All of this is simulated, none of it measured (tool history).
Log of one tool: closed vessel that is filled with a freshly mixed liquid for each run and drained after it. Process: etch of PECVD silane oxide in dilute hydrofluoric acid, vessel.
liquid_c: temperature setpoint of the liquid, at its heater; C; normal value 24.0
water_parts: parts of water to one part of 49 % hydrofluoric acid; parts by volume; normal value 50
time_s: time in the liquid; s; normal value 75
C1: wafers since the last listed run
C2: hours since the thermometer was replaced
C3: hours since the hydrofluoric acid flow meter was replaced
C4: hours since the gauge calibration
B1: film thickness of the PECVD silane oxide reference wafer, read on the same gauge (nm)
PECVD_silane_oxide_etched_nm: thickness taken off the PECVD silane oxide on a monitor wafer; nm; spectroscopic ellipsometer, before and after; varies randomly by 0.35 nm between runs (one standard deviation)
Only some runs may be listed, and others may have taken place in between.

Run 1, hour 0.0: usual settings; C1 0; C2 1357.6; C3 1208.1; C4 40.2; B1 50.02. Result: PECVD_silane_oxide_etched_nm 44.63 nm.
Run 2, hour 61.7: usual settings; C1 4216; C2 1419.3; C3 1269.8; C4 101.9; B1 49.98. Result: PECVD_silane_oxide_etched_nm 44.85 nm.
Run 3, hour 146.5: usual settings but time_s 95 s; C1 5794; C2 1504.1; C3 1354.6; C4 186.7; B1 50.00. Result: PECVD_silane_oxide_etched_nm 57.05 nm.
Run 4, hour 218.4: usual settings but time_s 95 s; C1 4912; C2 1576.0; C3 1426.5; C4 258.6; B1 50.00. Result: PECVD_silane_oxide_etched_nm 56.94 nm.
Run 5, hour 291.5: usual settings but water_parts 40 parts by volume; C1 4994; C2 1649.1; C3 1499.6; C4 331.7; B1 49.98. Result: PECVD_silane_oxide_etched_nm 57.01 nm.
Run 6, hour 393.1: usual settings; C1 6942; C2 1750.7; C3 1601.2; C4 433.3; B1 50.01. Result: PECVD_silane_oxide_etched_nm 44.91 nm.
Run 7, hour 431.7: usual settings; C1 2637; C2 1789.3; C3 1639.8; C4 471.9; B1 49.99. Result: PECVD_silane_oxide_etched_nm 45.14 nm.
At hour 438.1: thermometer replaced.
Run 8, hour 527.7: usual settings; C1 6491; C2 89.6; C3 1735.8; C4 567.9; B1 50.00. Result: PECVD_silane_oxide_etched_nm 45.39 nm.
Run 9, hour 588.2: usual settings but liquid_c 26.5 C, water_parts 65 parts by volume, time_s 100 s; C1 4134; C2 150.1; C3 1796.3; C4 628.4; B1 49.99. Result: PECVD_silane_oxide_etched_nm 50.90 nm.
Run 10, hour 643.5: usual settings but liquid_c 27.0 C, water_parts 60 parts by volume, time_s 55 s; C1 3778; C2 205.4; C3 1851.6; C4 683.7; B1 49.98. Result: PECVD_silane_oxide_etched_nm 30.98 nm.
At hour 648.4: gauge calibrated.
Run 11, hour 726.7: usual settings but liquid_c 28.0 C, water_parts 40 parts by volume, time_s 95 s; C1 5685; C2 288.6; C3 1934.8; C4 78.3; B1 50.00. Result: PECVD_silane_oxide_etched_nm 86.18 nm.
At hour 738.5: hydrofluoric acid flow meter replaced.
Run 12, hour 815.3: usual settings but liquid_c 26.5 C; C1 5985; C2 377.2; C3 76.8; C4 166.9; B1 50.01. Result: PECVD_silane_oxide_etched_nm 48.46 nm.
Run 13, hour 868.2: usual settings but liquid_c 27.5 C, water_parts 60 parts by volume, time_s 95 s; C1 3614; C2 430.1; C3 129.7; C4 219.8; B1 50.00. Result: PECVD_silane_oxide_etched_nm 51.78 nm.
Run 14, hour 939.1: usual settings; C1 4844; C2 501.0; C3 200.6; C4 290.7; B1 49.97. Result: PECVD_silane_oxide_etched_nm 43.24 nm.
Run 15, hour 1043.6: usual settings but liquid_c 27.0 C, water_parts 35 parts by volume, time_s 95 s; C1 7140; C2 605.5; C3 305.1; C4 395.2; B1 50.01. Result: PECVD_silane_oxide_etched_nm 91.93 nm.
Run 16, hour 1083.3: usual settings but liquid_c 22.0 C, water_parts 65 parts by volume, time_s 90 s; C1 2712; C2 645.2; C3 344.8; C4 434.9; B1 50.01. Result: PECVD_silane_oxide_etched_nm 36.27 nm.

Results per run with the tool's hidden condition removed, run-to-run variation unchanged:
What the log doesn't record here: liquid colder than its thermometer reads (K); hydrofluoric acid flow above the setpoint (%); gauge reads high (%).
run  PECVD_silane_oxide_etched_nm
  1                         42.92
  2                         43.05
  3                         54.61
  4                         54.39
  5                         54.36
  6                         42.65
  7                         42.83
  8                         42.93
  9                         47.99
 10                         29.17
 11                         81.04
 12                         48.00
 13                         51.19
 14                         42.66
 15                         90.41
 16                         35.61
